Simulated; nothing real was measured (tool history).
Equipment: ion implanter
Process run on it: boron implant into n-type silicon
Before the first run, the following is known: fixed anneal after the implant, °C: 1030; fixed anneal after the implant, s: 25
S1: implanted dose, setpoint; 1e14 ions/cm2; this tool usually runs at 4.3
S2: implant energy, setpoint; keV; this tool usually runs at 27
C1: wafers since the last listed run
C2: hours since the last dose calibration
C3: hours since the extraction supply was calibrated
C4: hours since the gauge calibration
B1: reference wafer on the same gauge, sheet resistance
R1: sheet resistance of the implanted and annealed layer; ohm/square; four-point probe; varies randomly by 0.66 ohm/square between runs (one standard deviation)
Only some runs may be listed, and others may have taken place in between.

Run 1, day 0: usual settings; C1 0; C2 411; C3 2176.8; C4 828.7; B1 188.03. Result: R1 213.34 ohm/square.
Run 2, day 3.946: usual settings; C1 2023; C2 505.7; C3 2271.5; C4 923.4; B1 188.08. Result: R1 214.34 ohm/square.
Run 3, day 7.404: usual settings; C1 1773; C2 588.7; C3 2354.5; C4 1006.4; B1 187.97. Result: R1 216 ohm/square.
Run 4, day 10.167: usual settings but S1 5.28 1e14 ions/cm2; C1 1416; C2 655; C3 2420.8; C4 1072.7; B1 188.01. Result: R1 183.01 ohm/square.
Run 5, day 12.754: usual settings; C1 1326; C2 717.1; C3 2482.9; C4 1134.8; B1 188.1. Result: R1 217.17 ohm/square.
Run 6, day 15.408: usual settings; C1 1361; C2 780.8; C3 2546.6; C4 1198.5; B1 188.07. Result: R1 218.09 ohm/square.
At day 16.092: Faraday cup replaced and dose calibrated.
Run 7, day 18.167: usual settings but S2 24 keV; C1 1243; C2 49.8; C3 2612.8; C4 1264.7; B1 188.05. Result: R1 213.77 ohm/square.
Run 8, day 21.375: usual settings but S2 24 keV; C1 1645; C2 126.8; C3 2689.8; C4 1341.7; B1 188.13. Result: R1 215.06 ohm/square.
At day 23.504: gauge calibrated.
Run 9, day 23.671: usual settings but S2 24 keV; C1 1177; C2 181.9; C3 2744.9; C4 4; B1 188.12. Result: R1 213.97 ohm/square.
Run 10, day 27.054: usual settings; C1 1735; C2 263.1; C3 2826.1; C4 85.2; B1 188.05. Result: R1 213.76 ohm/square.
Run 11, day 31.046: usual settings; C1 2047; C2 358.9; C3 2921.9; C4 181; B1 187.96. Result: R1 213.78 ohm/square.
At day 32.554: extraction supply calibrated.
Run 12, day 35.342: usual settings but S1 3.58 1e14 ions/cm2; C1 2032; C2 462; C3 66.9; C4 284.1; B1 188.05. Result: R1 248.43 ohm/square.
Run 13, day 39.654: usual settings but S1 3.68 1e14 ions/cm2, S2 23 keV; C1 2211; C2 565.5; C3 170.4; C4 387.6; B1 188.03. Result: R1 247.73 ohm/square.
Run 14, day 42.583: usual settings but S1 5.39 1e14 ions/cm2, S2 32 keV; C1 1502; C2 635.8; C3 240.7; C4 457.9; B1 188.12. Result: R1 175.21 ohm/square.
Run 15, day 44.688: usual settings but S1 5.24 1e14 ions/cm2, S2 22 keV; C1 1079; C2 686.3; C3 291.2; C4 508.4; B1 187.97. Result: R1 188.27 ohm/square.
Run 16, day 47.85: usual settings but S2 32 keV; C1 1621; C2 762.2; C3 367.1; C4 584.3; B1 187.86. Result: R1 212.57 ohm/square.
Run 17, day 50.333: usual settings; C1 1273; C2 821.8; C3 426.7; C4 643.9; B1 188. Result: R1 216.99 ohm/square.
At day 51.633: Faraday cup replaced and dose calibrated.
Run 18, day 52.492: usual settings but S1 5.21 1e14 ions/cm2, S2 31.5 keV; C1 935; C2 20.6; C3 478.5; C4 695.7; B1 187.95. Result: R1 176.4 ohm/square.

Branching from run 18: 3 alternative next runs. What would each branch give?
Run A, day 52.508: usual settings but S1 4.7 1e14 ions/cm2; C1 8; C2 21; C3 478.9; C4 696.1; B1 ?. Result: R1 ?.
Run B, day 52.508: usual settings but S1 4.68 1e14 ions/cm2; C1 8; C2 21; C3 478.9; C4 696.1; B1 ?. Result: R1 ?.
Run C, day 52.508: usual settings but S1 3.71 1e14 ions/cm2, S2 21.5 keV; C1 8; C2 21; C3 478.9; C4 696.1; B1 ?. Result: R1 ?.

run      B1      R1
  A  188.04   196.1
  B  188.04  196.79
  C  188.04  244.08
Without the tool's hidden state the same runs would have given:
run      R1
  A     196
  B  196.69
  C  243.95
